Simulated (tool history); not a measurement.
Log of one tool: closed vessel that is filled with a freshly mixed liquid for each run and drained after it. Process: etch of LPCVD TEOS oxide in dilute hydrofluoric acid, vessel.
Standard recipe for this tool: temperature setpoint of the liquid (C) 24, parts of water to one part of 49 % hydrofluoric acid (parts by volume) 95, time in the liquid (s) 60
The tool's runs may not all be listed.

| run | hour | temperature setpoint of the liquid (C) | parts of water to one part of 49 % hydrofluoric acid (parts by volume) | time in the liquid (s) | wafers since the last listed run | hours since the thermometer was replaced | hours since the hydrofluoric acid flow meter was replaced | hours since the gauge calibration | read-back film thickness of the LPCVD TEOS oxide reference wafer, read on the same gauge (nm) | thickness taken off the LPCVD TEOS oxide on a monitor wafer (nm) |
|---|---|---|---|---|---|---|---|---|---|---|
| 1 | 0 | 24 | 95 | 60 | 0 | 264.5 | 1725.2 | 313.1 | 100 | 14.01 |
| 2 | 21.6 | 24 | 95 | 60 | 2137 | 286.1 | 1746.8 | 334.7 | 99.99 | 13.87 |
| 3 | 43.9 | 24 | 95 | 60 | 2206 | 308.4 | 1769.1 | 357 | 100 | 14 |
| 4 | 72.1 | 24 | 95 | 60 | 2790 | 336.6 | 1797.3 | 385.2 | 100 | 14 |
| 5 | 95.2 | 24 | 95 | 60 | 2286 | 359.7 | 1820.4 | 408.3 | 99.97 | 13.98 |
| 6 | 107.5 | 24 | 95 | 60 | 1217 | 372 | 1832.7 | 420.6 | 100.01 | 13.91 |
| 7 | 121 | 24 | 95 | 60 | 1336 | 385.5 | 1846.2 | 434.1 | 99.99 | 14 |
| 8 | 205.9 | 24 | 95 | 60 | 8402 | 470.4 | 1931.1 | 519 | 100 | 14.02 |
| 9 | 234.9 | 24 | 95 | 60 | 2870 | 499.4 | 1960.1 | 548 | 100 | 14.06 |
| 10 | 248.1 | 24 | 95 | 60 | 1306 | 512.6 | 1973.3 | 561.2 | 100 | 14.08 |
| 11 | 260.8 | 24 | 95 | 60 | 1256 | 525.3 | 1986 | 573.9 | 100 | 14.09 |
| 12 | 287.6 | 24 | 95 | 60 | 2652 | 552.1 | 2012.8 | 600.7 | 99.99 | 14.01 |
| 13 | 315.5 | 24 | 95 | 60 | 2761 | 580 | 2040.7 | 628.6 | 100.02 | 14.16 |
| 14 | 334 | 28 | 50 | 60 | 1830 | 598.5 | 2059.2 | 647.1 | 100 | 33.35 |
| 15 | 366.8 | 27.5 | 125 | 75 | 3246 | 631.3 | 2092 | 679.9 | 100 | 14.84 |
|  | 375.7 | hydrofluoric acid flow meter replaced |
|  | 400.7 | thermometer replaced |
| 16 | 402.4 | 20.5 | 80 | 80 | 3325 | 1.7 | 26.7 | 715.5 | 100 | 19.25 |
| 17 | 426.2 | 24 | 95 | 60 | 2355 | 25.5 | 50.5 | 739.3 | 100 | 13.72 |
| 18 | 459.6 | 20.5 | 60 | 40 | 3305 | 58.9 | 83.9 | 772.7 | 99.98 | 13.21 |
| 19 | 487.5 | 27 | 95 | 30 | 2761 | 86.8 | 111.8 | 800.6 | 100 | 7.73 |
| 20 | 518 | 24 | 95 | 60 | 3018 | 117.3 | 142.3 | 831.1 | 100 | 13.85 |

Run 21, settings as shown, results not yet in. Your forecast:
|  | 522.8 | gauge calibrated |
| 21 | 578.4 | 24 | 135 | 60 | 5977 | 177.7 | 202.7 | 55.6 | ? | ? |

For run 21 the tool returned read-back film thickness of the LPCVD TEOS oxide reference wafer, read on the same gauge (nm) 100, thickness taken off the LPCVD TEOS oxide on a monitor wafer (nm) 9.35.
With the hidden condition absent and the run-to-run variation left alone, this run would have shown thickness taken off the LPCVD TEOS oxide on a monitor wafer (nm) 9.27.

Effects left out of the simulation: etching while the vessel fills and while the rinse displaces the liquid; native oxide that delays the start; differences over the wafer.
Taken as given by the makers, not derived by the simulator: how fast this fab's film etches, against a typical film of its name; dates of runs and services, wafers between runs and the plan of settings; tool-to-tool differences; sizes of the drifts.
